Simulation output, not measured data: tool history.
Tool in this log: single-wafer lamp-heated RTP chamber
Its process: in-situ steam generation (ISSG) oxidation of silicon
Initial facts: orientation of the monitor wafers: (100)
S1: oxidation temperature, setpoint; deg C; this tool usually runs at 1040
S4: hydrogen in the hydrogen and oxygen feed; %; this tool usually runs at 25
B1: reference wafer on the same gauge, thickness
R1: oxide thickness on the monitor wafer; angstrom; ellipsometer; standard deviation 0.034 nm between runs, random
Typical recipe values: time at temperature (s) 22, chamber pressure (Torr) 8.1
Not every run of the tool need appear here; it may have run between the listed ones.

Run 1, day 0: usual settings but time at temperature (s) 24; B1 8.043. Result: R1 74.58 angstrom.
Run 2, day 1.95: usual settings but time at temperature (s) 24; B1 8.039. Result: R1 74.76 angstrom.
Run 3, day 3.358: usual settings but time at temperature (s) 24; B1 8.044. Result: R1 74.51 angstrom.
Run 4, day 5.421: usual settings; B1 8.047. Result: R1 71.7 angstrom.
At day 8.167: pyrometer window cleaned and pyrometer calibrated.
Run 5, day 8.188: usual settings; B1 8.045. Result: R1 69.69 angstrom.
Run 6, day 10.271: usual settings; B1 8.054. Result: R1 69.59 angstrom.
Run 7, day 13.033: usual settings but time at temperature (s) 19; B1 8.044. Result: R1 65.74 angstrom.
At day 17.367: gauge calibrated.
Run 8, day 21.767: usual settings but chamber pressure (Torr) 9; B1 8.038. Result: R1 70.67 angstrom.
At day 23.242: pyrometer window cleaned and pyrometer calibrated.
At day 24.371: hydrogen flow controller replaced.
Run 9, day 24.392: usual settings but S4 32 %; B1 8.047. Result: R1 74.7 angstrom.
Run 10, day 25.292: usual settings but S4 32 %; B1 8.031. Result: R1 74.98 angstrom.
Run 11, day 27.562: usual settings but S4 32 %; B1 8.048. Result: R1 75.45 angstrom.
Run 12, day 28.658: usual settings; B1 8.054. Result: R1 71.16 angstrom.
Run 13, day 31.612: usual settings but S1 1050 deg C, time at temperature (s) 28; B1 8.039. Result: R1 86 angstrom.
Run 14, day 34.367: usual settings but time at temperature (s) 17, chamber pressure (Torr) 7.2, S4 15 %; B1 8.029. Result: R1 55.58 angstrom.
Run 15, day 35.542: usual settings but S4 32 %; B1 8.044. Result: R1 76.65 angstrom.
At day 37.146: pressure gauge zeroed.
At day 37.217: pyrometer window cleaned and pyrometer calibrated.
Run 16, day 38.529: usual settings but time at temperature (s) 26, S4 22 %; B1 8.048. Result: R1 73.6 angstrom.
Run 17, day 39.638: usual settings but time at temperature (s) 20; B1 8.04. Result: R1 66.71 angstrom.
Run 18, day 41.992: usual settings but chamber pressure (Torr) 9.2, S4 20 %; B1 8.036. Result: R1 67.03 angstrom.
Run 19, day 43.467: usual settings but S4 22 %; B1 8.049. Result: R1 69.11 angstrom.
Run 20, day 46.012: usual settings but time at temperature (s) 26, chamber pressure (Torr) 9.2; B1 8.041. Result: R1 77.57 angstrom.
Run 21, day 47.208: usual settings but S1 1035 deg C; B1 8.033. Result: R1 69.3 angstrom.
Run 22, day 48.858: usual settings but S1 1054 deg C, time at temperature (s) 17, chamber pressure (Torr) 7.7, S4 20 %; B1 8.035. Result: R1 64.14 angstrom.
At day 49.35: pyrometer window cleaned and pyrometer calibrated.
Run 23, day 51.646: usual settings but time at temperature (s) 20; B1 8.035. Result: R1 67.04 angstrom.
Run 24, day 52.854: usual settings; B1 8.037. Result: R1 70.61 angstrom.
Run 25, day 55.45: usual settings; B1 8.042. Result: R1 71.29 angstrom.

5 options for the next run, each taken on its own from the tool as it stands now. Forecast them:
Run A, day 55.467: usual settings but time at temperature (s) 18; B1 ?. Result: R1 ?.
Run B, day 55.467: usual settings but S4 31 %; B1 ?. Result: R1 ?.
Run C, day 55.467: usual settings but time at temperature (s) 18, chamber pressure (Torr) 8.6, S4 31 %; B1 ?. Result: R1 ?.
Run D, day 55.467: usual settings but S1 1047 deg C, chamber pressure (Torr) 7.6; B1 ?. Result: R1 ?.
Run E, day 55.467: usual settings but time at temperature (s) 16, chamber pressure (Torr) 8.6; B1 ?. Result: R1 ?.

run     B1     R1
  A  8.043  64.58
  B  8.043  75.54
  C  8.043  67.88
  D  8.043  74.45
  E  8.043  60.63
Take away the tool's hidden state, keep each run's random variation, and the runs would have read:
run     R1
  A  62.83
  B  73.41
  C  66.04
  D  72.27
  E  59.03
